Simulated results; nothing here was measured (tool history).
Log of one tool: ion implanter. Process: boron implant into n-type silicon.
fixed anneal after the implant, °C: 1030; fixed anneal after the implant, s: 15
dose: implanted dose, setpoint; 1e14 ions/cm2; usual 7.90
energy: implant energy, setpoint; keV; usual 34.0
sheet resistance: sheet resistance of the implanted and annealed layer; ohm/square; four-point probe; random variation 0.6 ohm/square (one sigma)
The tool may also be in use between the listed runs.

run	day	dose	energy	wafers since the last listed run	hours since the last dose calibration	hours since the extraction supply was calibrated	hours since the gauge calibration	read-back reference wafer on the same gauge, sheet resistance	sheet resistance
1	0.000	7.90	43.5	0	335.1	4196.9	1044.7	154.04	142.80
# day 2.358: gauge calibrated
2	2.492	6.76	34.0	1836	394.9	4256.7	3.2	154.01	165.30
3	4.258	6.76	34.0	1302	437.3	4299.1	45.6	154.07	166.14
4	7.529	6.76	34.0	2411	515.8	4377.6	124.1	153.77	166.68
5	9.171	7.90	34.0	1210	555.2	4417.0	163.5	153.82	147.78
6	10.317	7.90	34.0	844	582.7	4444.5	191.0	153.99	146.83
7	13.175	7.90	34.0	2106	651.3	4513.1	259.6	154.00	147.45
8	14.296	7.90	34.0	826	678.2	4540.0	286.5	153.71	147.98
9	16.800	7.90	42.5	1845	738.3	4600.1	346.6	153.92	146.38
10	18.238	9.49	27.0	1059	772.8	4634.6	381.1	154.18	129.31
11	19.717	6.17	34.0	1090	808.3	4670.1	416.6	153.98	182.85
12	21.242	6.17	34.0	1124	844.9	4706.7	453.2	154.11	182.03
# day 22.004: Faraday cup replaced and dose calibrated
13	23.471	6.17	34.0	1397	35.2	4760.2	506.7	153.92	178.60
14	25.408	7.90	27.5	1428	81.7	4806.7	553.2	154.05	148.45
15	26.433	7.90	27.5	755	106.3	4831.3	577.8	154.06	149.50
16	27.508	5.79	45.0	792	132.1	4857.1	603.6	154.06	183.62
17	29.421	6.20	34.0	1409	178.0	4903.0	649.5	154.14	177.69
18	31.367	7.90	23.0	1434	224.7	4949.7	696.2	153.95	150.83
19	33.171	7.90	34.0	1329	268.0	4993.0	739.5	153.97	145.00
20	34.433	6.20	39.5	930	298.3	5023.3	769.8	153.89	176.22
21	36.096	6.94	34.0	1225	338.2	5063.2	809.7	153.89	163.42
22	38.475	5.93	34.0	1753	395.3	5120.3	866.8	154.00	186.06
23	40.508	6.95	39.0	1498	444.1	5169.1	915.6	153.84	162.08
24	41.588	7.90	30.0	795	470.0	5195.0	941.5	153.93	148.54
# day 43.975: gauge calibrated
25	44.221	9.49	27.0	1941	533.2	5258.2	5.9	154.00	128.97
# day 45.525: extraction supply calibrated
26	46.896	5.61	43.0	1726	597.4	32.9	70.1	153.89	192.42
27	48.508	8.64	34.0	1188	636.1	71.6	108.8	154.06	137.24
28	50.958	5.60	27.0	1805	694.9	130.4	167.6	153.86	203.38
29	53.412	6.17	34.0	1809	753.8	189.3	226.5	154.28	182.96
30	55.600	9.07	38.5	1612	806.3	241.8	279.0	154.06	132.89
31	57.458	8.54	34.0	1369	850.9	286.4	323.6	153.82	141.54

3 ways to go on from here, each from the tool as it stands after run 31. What would each give?
A	57.475	6.77	34.0	12	851.3	286.8	324.0	?	?
B	57.475	6.95	28.5	12	851.3	286.8	324.0	?	?
C	57.475	7.90	29.5	12	851.3	286.8	324.0	?	?

run	read-back reference wafer on the same gauge, sheet resistance	sheet resistance
A	154.26	169.84
B	154.26	169.20
C	154.26	151.43
Without the tool's hidden state the same runs would have given:
run	sheet resistance
A	164.08
B	163.36
C	146.20
